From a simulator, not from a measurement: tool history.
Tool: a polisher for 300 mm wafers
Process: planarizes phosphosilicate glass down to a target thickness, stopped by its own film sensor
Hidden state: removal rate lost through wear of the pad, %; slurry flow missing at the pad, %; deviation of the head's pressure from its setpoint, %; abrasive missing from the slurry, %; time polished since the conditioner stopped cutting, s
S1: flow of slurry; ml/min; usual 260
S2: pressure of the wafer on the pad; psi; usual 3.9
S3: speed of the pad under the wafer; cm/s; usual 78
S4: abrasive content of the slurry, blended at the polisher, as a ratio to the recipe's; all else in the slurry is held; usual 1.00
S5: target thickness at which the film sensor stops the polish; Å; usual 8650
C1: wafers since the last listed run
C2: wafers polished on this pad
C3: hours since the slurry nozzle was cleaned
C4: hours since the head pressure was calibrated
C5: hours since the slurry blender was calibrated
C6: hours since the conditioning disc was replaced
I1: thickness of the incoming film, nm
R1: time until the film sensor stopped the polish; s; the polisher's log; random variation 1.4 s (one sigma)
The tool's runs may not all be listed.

run 1 hour=0.0 | S1=260 S2=3.9 S3=78 S4=1.00 S5=8650 | C1=0 C2=1484 C3=141.8 C4=933.3 C5=239.3 C6=31.8 | I1=1814.4 | R1=87.2
run 2 hour=22.0 | S1=260 S2=3.9 S3=78 S4=1.00 S5=8650 | C1=206 C2=1690 C3=163.8 C4=955.3 C5=261.3 C6=53.8 | I1=1821.0 | R1=89.2
-- hour=25.9 slurry blender recalibrated
run 3 hour=42.3 | S1=260 S2=3.9 S3=78 S4=1.00 S5=8650 | C1=171 C2=1862 C3=184.1 C4=975.6 C5=16.4 C6=74.1 | I1=1806.5 | R1=86.7
-- hour=68.1 worn pad replaced by a new one
run 4 hour=70.6 | S1=195 S2=3.9 S3=54 S4=1.15 S5=8650 | C1=227 C2=23 C3=212.4 C4=1003.9 C5=44.7 C6=102.4 | I1=1813.0 | R1=106.0
run 5 hour=83.6 | S1=260 S2=3.9 S3=100 S4=1.15 S5=8650 | C1=121 C2=144 C3=225.4 C4=1016.9 C5=57.7 C6=115.4 | I1=1821.2 | R1=66.8
run 6 hour=109.5 | S1=260 S2=3.9 S3=78 S4=1.10 S5=8650 | C1=242 C2=387 C3=251.3 C4=1042.8 C5=83.6 C6=141.3 | I1=1788.9 | R1=78.6
run 7 hour=133.9 | S1=260 S2=3.9 S3=70 S4=1.00 S5=9890 | C1=228 C2=615 C3=275.7 C4=1067.2 C5=108.0 C6=165.7 | I1=1857.9 | R1=85.5
run 8 hour=152.6 | S1=260 S2=3.9 S3=78 S4=1.00 S5=8650 | C1=175 C2=791 C3=294.4 C4=1085.9 C5=126.7 C6=184.4 | I1=1782.6 | R1=84.0
run 9 hour=167.9 | S1=260 S2=3.9 S3=60 S4=1.20 S5=6290 | C1=143 C2=934 C3=309.7 C4=1101.2 C5=142.0 C6=199.7 | I1=1817.7 | R1=117.2
run 10 hour=184.5 | S1=260 S2=2.7 S3=78 S4=1.00 S5=10600 | C1=155 C2=1089 C3=326.3 C4=1117.8 C5=158.6 C6=216.3 | I1=1823.4 | R1=99.0
-- hour=206.7 conditioning disc replaced and pad reconditioned
run 11 hour=217.2 | S1=260 S2=3.9 S3=78 S4=1.00 S5=8650 | C1=287 C2=1377 C3=359.0 C4=1150.5 C5=191.3 C6=10.5 | I1=1823.8 | R1=88.9
-- hour=230.9 slurry blender recalibrated
run 12 hour=241.0 | S1=260 S2=3.9 S3=78 S4=1.00 S5=8650 | C1=204 C2=1581 C3=382.8 C4=1174.3 C5=10.1 C6=34.3 | I1=1827.2 | R1=89.1
run 13 hour=255.6 | S1=260 S2=3.9 S3=78 S4=1.00 S5=8650 | C1=136 C2=1718 C3=397.4 C4=1188.9 C5=24.7 C6=48.9 | I1=1809.4 | R1=85.3
run 14 hour=268.3 | S1=260 S2=3.9 S3=78 S4=1.00 S5=8650 | C1=118 C2=1837 C3=410.1 C4=1201.6 C5=37.4 C6=61.6 | I1=1836.1 | R1=89.9
run 15 hour=281.3 | S1=215 S2=3.5 S3=78 S4=1.00 S5=8650 | C1=121 C2=1959 C3=423.1 C4=1214.6 C5=50.4 C6=74.6 | I1=1802.6 | R1=99.4
-- hour=284.7 head pressure recalibrated
run 16 hour=302.9 | S1=260 S2=3.9 S3=98 S4=1.00 S5=8650 | C1=183 C2=2142 C3=444.7 C4=18.2 C5=72.0 C6=96.2 | I1=1785.7 | R1=71.7
run 17 hour=335.6 | S1=260 S2=3.9 S3=78 S4=1.00 S5=8650 | C1=306 C2=2449 C3=477.4 C4=50.9 C5=104.7 C6=128.9 | I1=1829.5 | R1=88.1
-- hour=340.5 worn pad replaced by a new one
run 18 hour=368.1 | S1=260 S2=3.9 S3=78 S4=1.00 S5=8650 | C1=266 C2=258 C3=509.9 C4=83.4 C5=137.2 C6=161.4 | I1=1815.7 | R1=86.6
run 19 hour=400.2 | S1=210 S2=5.3 S3=78 S4=1.00 S5=8650 | C1=300 C2=559 C3=542.0 C4=115.5 C5=169.3 C6=193.5 | I1=1839.3 | R1=66.7
run 20 hour=424.9 | S1=190 S2=3.9 S3=78 S4=1.00 S5=8650 | C1=231 C2=790 C3=566.7 C4=140.2 C5=194.0 C6=218.2 | I1=1831.3 | R1=90.9
-- hour=431.1 conditioning disc replaced and pad reconditioned
run 21 hour=449.2 | S1=180 S2=3.9 S3=78 S4=1.00 S5=6740 | C1=208 C2=999 C3=591.0 C4=164.5 C5=218.3 C6=18.1 | I1=1835.5 | R1=109.5
run 22 hour=469.3 | S1=260 S2=2.7 S3=102 S4=1.00 S5=8650 | C1=188 C2=1188 C3=611.1 C4=184.6 C5=238.4 C6=38.2 | I1=1823.6 | R1=104.6
-- hour=473.0 slurry blender recalibrated
run 23 hour=496.0 | S1=260 S2=2.5 S3=78 S4=1.00 S5=8650 | C1=231 C2=1419 C3=637.8 C4=211.3 C5=23.0 C6=64.9 | I1=1835.7 | R1=133.5
-- hour=513.6 slurry nozzle cleaned
run 24 hour=522.6 | S1=325 S2=3.9 S3=78 S4=1.20 S5=8650 | C1=239 C2=1659 C3=9.0 C4=237.9 C5=49.6 C6=91.5 | I1=1788.8 | R1=75.9
-- hour=556.1 worn pad replaced by a new one
run 25 hour=558.1 | S1=300 S2=3.9 S3=98 S4=1.00 S5=11050 | C1=295 C2=18 C3=44.5 C4=273.4 C5=85.1 C6=127.0 | I1=1845.2 | R1=57.4
run 26 hour=583.7 | S1=260 S2=3.2 S3=56 S4=1.00 S5=8650 | C1=239 C2=258 C3=70.1 C4=299.0 C5=110.7 C6=152.6 | I1=1802.0 | R1=128.9

Forecast each of these 3 alternatives for the next run:
run A hour=584.2 | S1=260 S2=3.9 S3=78 S4=1.00 S5=8650 | C1=4 C2=263 C3=70.6 C4=299.5 C5=111.2 C6=153.1 | I1=1846.7 | R1=?
run B hour=584.2 | S1=260 S2=3.9 S3=78 S4=1.00 S5=7790 | C1=4 C2=263 C3=70.6 C4=299.5 C5=111.2 C6=153.1 | I1=1846.7 | R1=?
run C hour=584.2 | S1=260 S2=3.9 S3=78 S4=0.75 S5=8650 | C1=4 C2=263 C3=70.6 C4=299.5 C5=111.2 C6=153.1 | I1=1846.7 | R1=?

run=A R1=87.4
run=B R1=95.1
run=C R1=97.1
Without the tool's hidden state the same runs would have given:
run=A R1=87.4
run=B R1=95.1
run=C R1=97.1
